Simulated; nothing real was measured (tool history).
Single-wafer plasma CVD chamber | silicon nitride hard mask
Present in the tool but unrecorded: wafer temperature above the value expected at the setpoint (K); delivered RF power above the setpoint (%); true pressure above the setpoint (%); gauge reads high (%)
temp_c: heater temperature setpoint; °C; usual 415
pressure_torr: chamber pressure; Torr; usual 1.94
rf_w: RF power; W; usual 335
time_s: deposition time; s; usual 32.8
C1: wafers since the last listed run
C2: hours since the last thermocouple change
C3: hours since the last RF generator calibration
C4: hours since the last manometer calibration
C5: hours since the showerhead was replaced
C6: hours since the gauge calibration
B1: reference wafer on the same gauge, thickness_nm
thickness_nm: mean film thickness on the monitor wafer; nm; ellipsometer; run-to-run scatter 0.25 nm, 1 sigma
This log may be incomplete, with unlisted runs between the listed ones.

run 1 hour=0 | temp_c=415 pressure_torr=2.09 rf_w=335 time_s=32.8 | C1=0 C2=1718.9 C3=966.8 C4=430.5 C5=3527.1 C6=93.1 | B1=47.786 | thickness_nm=43.868
run 2 hour=51.1 | temp_c=415 pressure_torr=1.94 rf_w=335 time_s=32.8 | C1=742 C2=1770 C3=1017.9 C4=481.6 C5=3578.2 C6=144.2 | B1=47.775 | thickness_nm=43.493
run 3 hour=119.9 | temp_c=415 pressure_torr=1.94 rf_w=335 time_s=32.8 | C1=999 C2=1838.8 C3=1086.7 C4=550.4 C5=3647 C6=213 | B1=47.815 | thickness_nm=42.926
run 4 hour=160.6 | temp_c=415 pressure_torr=1.94 rf_w=335 time_s=32.8 | C1=591 C2=1879.5 C3=1127.4 C4=591.1 C5=3687.7 C6=253.7 | B1=47.827 | thickness_nm=43.016
run 5 hour=227.5 | temp_c=415 pressure_torr=1.94 rf_w=295 time_s=32.8 | C1=971 C2=1946.4 C3=1194.3 C4=658 C5=3754.6 C6=320.6 | B1=47.699 | thickness_nm=38.556
run 6 hour=289.9 | temp_c=415 pressure_torr=1.94 rf_w=295 time_s=32.8 | C1=906 C2=2008.8 C3=1256.7 C4=720.4 C5=3817 C6=383 | B1=47.725 | thickness_nm=38.425
run 7 hour=341.1 | temp_c=415 pressure_torr=1.94 rf_w=335 time_s=32.8 | C1=743 C2=2060 C3=1307.9 C4=771.6 C5=3868.2 C6=434.2 | B1=47.798 | thickness_nm=42.876
run 8 hour=373.3 | temp_c=415 pressure_torr=1.94 rf_w=335 time_s=32.8 | C1=467 C2=2092.2 C3=1340.1 C4=803.8 C5=3900.4 C6=466.4 | B1=47.889 | thickness_nm=42.814
run 9 hour=407.2 | temp_c=415 pressure_torr=1.94 rf_w=335 time_s=32.8 | C1=492 C2=2126.1 C3=1374 C4=837.7 C5=3934.3 C6=500.3 | B1=47.772 | thickness_nm=42.173
run 10 hour=440.2 | temp_c=415 pressure_torr=1.94 rf_w=335 time_s=32.8 | C1=479 C2=2159.1 C3=1407 C4=870.7 C5=3967.3 C6=533.3 | B1=47.774 | thickness_nm=42.213
run 11 hour=475 | temp_c=415 pressure_torr=1.94 rf_w=335 time_s=32.8 | C1=505 C2=2193.9 C3=1441.8 C4=905.5 C5=4002.1 C6=568.1 | B1=47.719 | thickness_nm=42.229
run 12 hour=503.7 | temp_c=415 pressure_torr=1.94 rf_w=355 time_s=32.8 | C1=416 C2=2222.6 C3=1470.5 C4=934.2 C5=4030.8 C6=596.8 | B1=47.771 | thickness_nm=43.714
run 13 hour=567.8 | temp_c=415 pressure_torr=1.94 rf_w=355 time_s=32.8 | C1=930 C2=2286.7 C3=1534.6 C4=998.3 C5=4094.9 C6=660.9 | B1=47.835 | thickness_nm=43.856
-- hour=595.2 thermocouple changed; heater temperature recalibrated
run 14 hour=604.3 | temp_c=423 pressure_torr=1.94 rf_w=355 time_s=32.8 | C1=413 C2=9.1 C3=1571.1 C4=1034.8 C5=4131.4 C6=697.4 | B1=47.764 | thickness_nm=43.724
-- hour=627.9 showerhead replaced
-- hour=649.2 RF generator calibrated
run 15 hour=649.7 | temp_c=415 pressure_torr=1.94 rf_w=335 time_s=32.8 | C1=426 C2=54.5 C3=0.5 C4=1080.2 C5=21.8 C6=742.8 | B1=47.798 | thickness_nm=45.184
run 16 hour=685.1 | temp_c=415 pressure_torr=2.1 rf_w=335 time_s=32.8 | C1=514 C2=89.9 C3=35.9 C4=1115.6 C5=57.2 C6=778.2 | B1=47.804 | thickness_nm=46.003
run 17 hour=719.4 | temp_c=415 pressure_torr=1.94 rf_w=335 time_s=32.8 | C1=498 C2=124.2 C3=70.2 C4=1149.9 C5=91.5 C6=812.5 | B1=47.794 | thickness_nm=44.511
run 18 hour=752.7 | temp_c=423 pressure_torr=2.34 rf_w=305 time_s=38.5 | C1=483 C2=157.5 C3=103.5 C4=1183.2 C5=124.8 C6=845.8 | B1=47.788 | thickness_nm=51.098
-- hour=799.4 gauge calibrated
run 19 hour=872.6 | temp_c=402 pressure_torr=1.94 rf_w=385 time_s=35.9 | C1=1741 C2=277.4 C3=223.4 C4=1303.1 C5=244.7 C6=73.2 | B1=47.684 | thickness_nm=54.136
run 20 hour=897.8 | temp_c=415 pressure_torr=1.94 rf_w=335 time_s=32.8 | C1=365 C2=302.6 C3=248.6 C4=1328.3 C5=269.9 C6=98.4 | B1=47.785 | thickness_nm=44.661
run 21 hour=953.4 | temp_c=415 pressure_torr=2.1 rf_w=335 time_s=32.8 | C1=807 C2=358.2 C3=304.2 C4=1383.9 C5=325.5 C6=154 | B1=47.828 | thickness_nm=45.051
-- hour=984.5 capacitance manometer re-zeroed and calibrated
run 22 hour=989.8 | temp_c=408 pressure_torr=1.71 rf_w=335 time_s=32.8 | C1=412 C2=394.6 C3=340.6 C4=5.3 C5=361.9 C6=190.4 | B1=47.776 | thickness_nm=42.77
run 23 hour=1044.9 | temp_c=415 pressure_torr=2.36 rf_w=335 time_s=32.8 | C1=800 C2=449.7 C3=395.7 C4=60.4 C5=417 C6=245.5 | B1=47.864 | thickness_nm=46.677
run 24 hour=1085 | temp_c=415 pressure_torr=1.94 rf_w=335 time_s=32.8 | C1=582 C2=489.8 C3=435.8 C4=100.5 C5=457.1 C6=285.6 | B1=47.89 | thickness_nm=44.057
run 25 hour=1109.5 | temp_c=415 pressure_torr=1.73 rf_w=275 time_s=32.8 | C1=355 C2=514.3 C3=460.3 C4=125 C5=481.6 C6=310.1 | B1=47.815 | thickness_nm=36.247
run 26 hour=1152.7 | temp_c=415 pressure_torr=1.94 rf_w=335 time_s=35.1 | C1=627 C2=557.5 C3=503.5 C4=168.2 C5=524.8 C6=353.3 | B1=47.807 | thickness_nm=47.49
run 27 hour=1180.8 | temp_c=415 pressure_torr=2.1 rf_w=335 time_s=32.8 | C1=408 C2=585.6 C3=531.6 C4=196.3 C5=552.9 C6=381.4 | B1=47.826 | thickness_nm=45.243
run 28 hour=1205.7 | temp_c=404 pressure_torr=1.94 rf_w=335 time_s=27.2 | C1=361 C2=610.5 C3=556.5 C4=221.2 C5=577.8 C6=406.3 | B1=47.853 | thickness_nm=36.499
run 29 hour=1272.4 | temp_c=408 pressure_torr=2.38 rf_w=300 time_s=29.1 | C1=968 C2=677.2 C3=623.2 C4=287.9 C5=644.5 C6=473 | B1=47.835 | thickness_nm=37.839
run 30 hour=1324.1 | temp_c=402 pressure_torr=2.22 rf_w=335 time_s=29.3 | C1=750 C2=728.9 C3=674.9 C4=339.6 C5=696.2 C6=524.7 | B1=47.793 | thickness_nm=40.815

State the hidden condition of the tool at each of the runs:
wafer temperature above the value expected at the setpoint (K): 0 on each run
true pressure above the setpoint (%): 0 on each run
gauge reads high (%): 0 on each run
H1: delivered RF power above the setpoint (%)
run=1 H1=-6.69
run=2 H1=-6.98
run=3 H1=-7.37
run=4 H1=-7.6
run=5 H1=-7.97
run=6 H1=-8.33
run=7 H1=-8.61
run=8 H1=-8.8
run=9 H1=-8.99
run=10 H1=-9.17
run=11 H1=-9.37
run=12 H1=-9.53
run=13 H1=-9.89
run=14 H1=-10.1
run=15 H1=-1.63
run=16 H1=-1.83
run=17 H1=-2.03
run=18 H1=-2.22
run=19 H1=-2.89
run=20 H1=-3.03
run=21 H1=-3.35
run=22 H1=-3.55
run=23 H1=-3.86
run=24 H1=-4.09
run=25 H1=-4.23
run=26 H1=-4.47
run=27 H1=-4.63
run=28 H1=-4.77
run=29 H1=-5.14
run=30 H1=-5.44
